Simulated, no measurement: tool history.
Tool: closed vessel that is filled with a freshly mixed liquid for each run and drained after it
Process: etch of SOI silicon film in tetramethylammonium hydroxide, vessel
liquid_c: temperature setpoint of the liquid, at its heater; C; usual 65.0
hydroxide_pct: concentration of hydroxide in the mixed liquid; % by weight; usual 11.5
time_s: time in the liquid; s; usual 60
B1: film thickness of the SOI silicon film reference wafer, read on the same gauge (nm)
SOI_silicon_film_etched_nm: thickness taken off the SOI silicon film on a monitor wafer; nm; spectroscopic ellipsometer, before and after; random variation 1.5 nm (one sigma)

{"run": 1, "hour": 0.0, "liquid_c": 62.5, "hydroxide_pct": 11.5, "time_s": 35, "B1": 90.03, "SOI_silicon_film_etched_nm": 129.19}
{"run": 2, "hour": 14.7, "liquid_c": 62.5, "hydroxide_pct": 11.5, "time_s": 35, "B1": 90.01, "SOI_silicon_film_etched_nm": 129.85}
{"run": 3, "hour": 26.1, "liquid_c": 62.5, "hydroxide_pct": 11.5, "time_s": 35, "B1": 90.0, "SOI_silicon_film_etched_nm": 129.95}
{"run": 4, "hour": 39.9, "liquid_c": 65.0, "hydroxide_pct": 11.5, "time_s": 60, "B1": 90.04, "SOI_silicon_film_etched_nm": 257.95}
{"run": 5, "hour": 53.5, "liquid_c": 65.0, "hydroxide_pct": 11.5, "time_s": 60, "B1": 90.01, "SOI_silicon_film_etched_nm": 257.4}
{"hour": 56.5, "done": "hydroxide flow meter replaced"}
{"run": 6, "hour": 63.8, "liquid_c": 65.0, "hydroxide_pct": 11.5, "time_s": 60, "B1": 89.99, "SOI_silicon_film_etched_nm": 259.05}
{"run": 7, "hour": 79.5, "liquid_c": 69.0, "hydroxide_pct": 9.0, "time_s": 60, "B1": 90.0, "SOI_silicon_film_etched_nm": 357.5}
{"hour": 86.2, "done": "gauge calibrated"}
{"run": 8, "hour": 88.4, "liquid_c": 69.0, "hydroxide_pct": 9.0, "time_s": 60, "B1": 90.03, "SOI_silicon_film_etched_nm": 357.11}
{"run": 9, "hour": 102.3, "liquid_c": 62.5, "hydroxide_pct": 11.5, "time_s": 60, "B1": 89.98, "SOI_silicon_film_etched_nm": 217.83}
{"run": 10, "hour": 119.1, "liquid_c": 65.0, "hydroxide_pct": 9.5, "time_s": 60, "B1": 90.0, "SOI_silicon_film_etched_nm": 272.32}
{"hour": 125.5, "done": "thermometer replaced"}
{"run": 11, "hour": 131.5, "liquid_c": 65.0, "hydroxide_pct": 11.5, "time_s": 60, "B1": 89.98, "SOI_silicon_film_etched_nm": 301.36}
{"run": 12, "hour": 143.5, "liquid_c": 70.5, "hydroxide_pct": 8.5, "time_s": 80, "B1": 90.0, "SOI_silicon_film_etched_nm": 616.17}
{"run": 13, "hour": 153.1, "liquid_c": 65.0, "hydroxide_pct": 15.0, "time_s": 60, "B1": 90.03, "SOI_silicon_film_etched_nm": 261.0}
{"run": 14, "hour": 163.6, "liquid_c": 65.0, "hydroxide_pct": 11.5, "time_s": 70, "B1": 89.97, "SOI_silicon_film_etched_nm": 347.58}
{"run": 15, "hour": 173.5, "liquid_c": 65.0, "hydroxide_pct": 11.5, "time_s": 60, "B1": 90.01, "SOI_silicon_film_etched_nm": 298.74}
{"run": 16, "hour": 181.7, "liquid_c": 65.0, "hydroxide_pct": 11.5, "time_s": 60, "B1": 90.0, "SOI_silicon_film_etched_nm": 298.36}

Forecast each of these 4 alternatives for the next run:
{"run": "A", "hour": 182.4, "liquid_c": 65.0, "hydroxide_pct": 8.5, "time_s": 60, "B1": "?", "SOI_silicon_film_etched_nm": "?"}
{"run": "B", "hour": 182.4, "liquid_c": 71.0, "hydroxide_pct": 11.5, "time_s": 60, "B1": "?", "SOI_silicon_film_etched_nm": "?"}
{"run": "C", "hour": 182.4, "liquid_c": 58.0, "hydroxide_pct": 11.5, "time_s": 90, "B1": "?", "SOI_silicon_film_etched_nm": "?"}
{"run": "D", "hour": 182.4, "liquid_c": 65.0, "hydroxide_pct": 13.0, "time_s": 60, "B1": "?", "SOI_silicon_film_etched_nm": "?"}

run=A B1=89.98 SOI_silicon_film_etched_nm=332.36
run=B B1=89.98 SOI_silicon_film_etched_nm=425.66
run=C B1=89.98 SOI_silicon_film_etched_nm=289.22
run=D B1=89.98 SOI_silicon_film_etched_nm=282.88
Without the tool's hidden state the same runs would have given:
run=A SOI_silicon_film_etched_nm=342.16
run=B SOI_silicon_film_etched_nm=437.77
run=C SOI_silicon_film_etched_nm=298.19
run=D SOI_silicon_film_etched_nm=291.22
